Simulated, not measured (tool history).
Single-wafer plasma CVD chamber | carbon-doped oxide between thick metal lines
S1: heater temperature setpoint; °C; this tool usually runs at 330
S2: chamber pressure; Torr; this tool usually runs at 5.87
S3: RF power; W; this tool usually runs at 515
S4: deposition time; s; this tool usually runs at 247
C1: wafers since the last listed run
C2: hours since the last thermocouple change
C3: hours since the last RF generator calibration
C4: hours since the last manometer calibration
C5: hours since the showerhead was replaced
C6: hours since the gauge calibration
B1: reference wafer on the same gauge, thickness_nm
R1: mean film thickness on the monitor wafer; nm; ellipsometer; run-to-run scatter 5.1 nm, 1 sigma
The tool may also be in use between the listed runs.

Run 1, hour 0.0: usual settings; C1 0; C2 213.8; C3 1406.5; C4 2187.4; C5 1077.8; C6 1395.5; B1 1370.568. Result: R1 1321.907 nm.
Run 2, hour 99.0: usual settings; C1 863; C2 312.8; C3 1505.5; C4 2286.4; C5 1176.8; C6 1494.5; B1 1371.390. Result: R1 1305.573 nm.
Run 3, hour 184.0: usual settings; C1 741; C2 397.8; C3 1590.5; C4 2371.4; C5 1261.8; C6 1579.5; B1 1370.958. Result: R1 1302.679 nm.
Run 4, hour 252.2: usual settings; C1 594; C2 466.0; C3 1658.7; C4 2439.6; C5 1330.0; C6 1647.7; B1 1370.129. Result: R1 1293.947 nm.
Run 5, hour 293.4: usual settings; C1 359; C2 507.2; C3 1699.9; C4 2480.8; C5 1371.2; C6 1688.9; B1 1370.877. Result: R1 1298.721 nm.
Run 6, hour 337.6: usual settings; C1 385; C2 551.4; C3 1744.1; C4 2525.0; C5 1415.4; C6 1733.1; B1 1370.466. Result: R1 1303.698 nm.
Run 7, hour 392.4: usual settings; C1 478; C2 606.2; C3 1798.9; C4 2579.8; C5 1470.2; C6 1787.9; B1 1371.956. Result: R1 1300.348 nm.
Run 8, hour 449.6: usual settings; C1 498; C2 663.4; C3 1856.1; C4 2637.0; C5 1527.4; C6 1845.1; B1 1370.118. Result: R1 1295.590 nm.
Run 9, hour 491.2: usual settings; C1 362; C2 705.0; C3 1897.7; C4 2678.6; C5 1569.0; C6 1886.7; B1 1371.429. Result: R1 1295.006 nm.
Run 10, hour 566.7: usual settings but S3 490 W; C1 658; C2 780.5; C3 1973.2; C4 2754.1; C5 1644.5; C6 1962.2; B1 1370.203. Result: R1 1262.136 nm.
Run 11, hour 674.6: usual settings but S3 490 W; C1 941; C2 888.4; C3 2081.1; C4 2862.0; C5 1752.4; C6 2070.1; B1 1369.562. Result: R1 1246.851 nm.
Run 12, hour 737.9: usual settings; C1 552; C2 951.7; C3 2144.4; C4 2925.3; C5 1815.7; C6 2133.4; B1 1369.870. Result: R1 1285.723 nm.
Run 13, hour 808.6: usual settings but S1 340 °C, S2 4.76 Torr, S4 203 s; C1 616; C2 1022.4; C3 2215.1; C4 2996.0; C5 1886.4; C6 2204.1; B1 1370.592. Result: R1 1004.569 nm.
Run 14, hour 846.2: usual settings but S4 226 s; C1 327; C2 1060.0; C3 2252.7; C4 3033.6; C5 1924.0; C6 2241.7; B1 1369.080. Result: R1 1168.035 nm.
Run 15, hour 917.5: usual settings but S3 490 W; C1 621; C2 1131.3; C3 2324.0; C4 3104.9; C5 1995.3; C6 2313.0; B1 1368.347. Result: R1 1232.075 nm.
At hour 994.7: RF generator calibrated.
Run 16, hour 1021.2: usual settings but S1 344 °C, S3 610 W, S4 277 s; C1 834; C2 1235.0; C3 26.5; C4 3208.6; C5 2099.0; C6 2416.7; B1 1367.131. Result: R1 1587.729 nm.
At hour 1034.3: capacitance manometer re-zeroed and calibrated.
Run 17, hour 1103.8: usual settings but S1 343 °C, S2 4.51 Torr; C1 650; C2 1317.6; C3 109.1; C4 69.5; C5 2181.6; C6 2499.3; B1 1369.832. Result: R1 1241.170 nm.
Run 18, hour 1161.3: usual settings; C1 501; C2 1375.1; C3 166.6; C4 127.0; C5 2239.1; C6 2556.8; B1 1372.322. Result: R1 1326.395 nm.
Run 19, hour 1217.8: usual settings but S1 319 °C, S4 234 s; C1 492; C2 1431.6; C3 223.1; C4 183.5; C5 2295.6; C6 2613.3; B1 1368.469. Result: R1 1308.983 nm.
Run 20, hour 1276.0: usual settings; C1 507; C2 1489.8; C3 281.3; C4 241.7; C5 2353.8; C6 2671.5; B1 1370.153. Result: R1 1327.045 nm.
At hour 1329.4: gauge calibrated.
Run 21, hour 1366.1: usual settings but S1 322 °C; C1 785; C2 1579.9; C3 371.4; C4 331.8; C5 2443.9; C6 36.7; B1 1370.033. Result: R1 1360.853 nm.
Run 22, hour 1450.3: usual settings but S2 4.96 Torr, S4 271 s; C1 734; C2 1664.1; C3 455.6; C4 416.0; C5 2528.1; C6 120.9; B1 1366.685. Result: R1 1425.203 nm.
At hour 1461.8: showerhead replaced.
At hour 1478.8: thermocouple changed; heater temperature recalibrated.
Run 23, hour 1508.5: usual settings but S1 337 °C, S3 570 W; C1 368; C2 29.7; C3 513.8; C4 474.2; C5 46.7; C6 179.1; B1 1369.154. Result: R1 1391.025 nm.
Run 24, hour 1562.0: usual settings; C1 466; C2 83.2; C3 567.3; C4 527.7; C5 100.2; C6 232.6; B1 1369.617. Result: R1 1336.258 nm.
Run 25, hour 1640.3: usual settings but S1 336 °C, S4 205 s; C1 683; C2 161.5; C3 645.6; C4 606.0; C5 178.5; C6 310.9; B1 1369.986. Result: R1 1089.614 nm.
Run 26, hour 1727.8: usual settings but S1 343 °C, S3 470 W, S4 224 s; C1 763; C2 249.0; C3 733.1; C4 693.5; C5 266.0; C6 398.4; B1 1369.467. Result: R1 1094.832 nm.
Run 27, hour 1882.4: usual settings but S1 339 °C, S3 450 W; C1 1348; C2 403.6; C3 887.7; C4 848.1; C5 420.6; C6 553.0; B1 1369.006. Result: R1 1185.033 nm.
Run 28, hour 1969.9: usual settings but S1 325 °C, S2 6.45 Torr; C1 763; C2 491.1; C3 975.2; C4 935.6; C5 508.1; C6 640.5; B1 1368.240. Result: R1 1349.122 nm.
Run 29, hour 2070.2: usual settings but S1 340 °C, S2 4.74 Torr, S3 435 W, S4 227 s; C1 874; C2 591.4; C3 1075.5; C4 1035.9; C5 608.4; C6 740.8; B1 1367.967. Result: R1 1025.535 nm.

Forecast each of these 3 alternatives for the next run:
Run A, hour 2070.7: usual settings but S4 231 s; C1 4; C2 591.9; C3 1076.0; C4 1036.4; C5 608.9; C6 741.3; B1 ?. Result: R1 ?.
Run B, hour 2070.7: usual settings but S1 321 °C, S2 5.26 Torr; C1 4; C2 591.9; C3 1076.0; C4 1036.4; C5 608.9; C6 741.3; B1 ?. Result: R1 ?.
Run C, hour 2070.7: usual settings but S2 5.03 Torr, S3 590 W, S4 210 s; C1 4; C2 591.9; C3 1076.0; C4 1036.4; C5 608.9; C6 741.3; B1 ?. Result: R1 ?.

run        B1        R1
  A  1369.036  1227.874
  B  1369.036  1335.669
  C  1369.036  1186.608
Stripped of hidden state, with their random variation kept, the same runs would have yielded:
run        R1
  A  1281.822
  B  1396.481
  C  1237.363
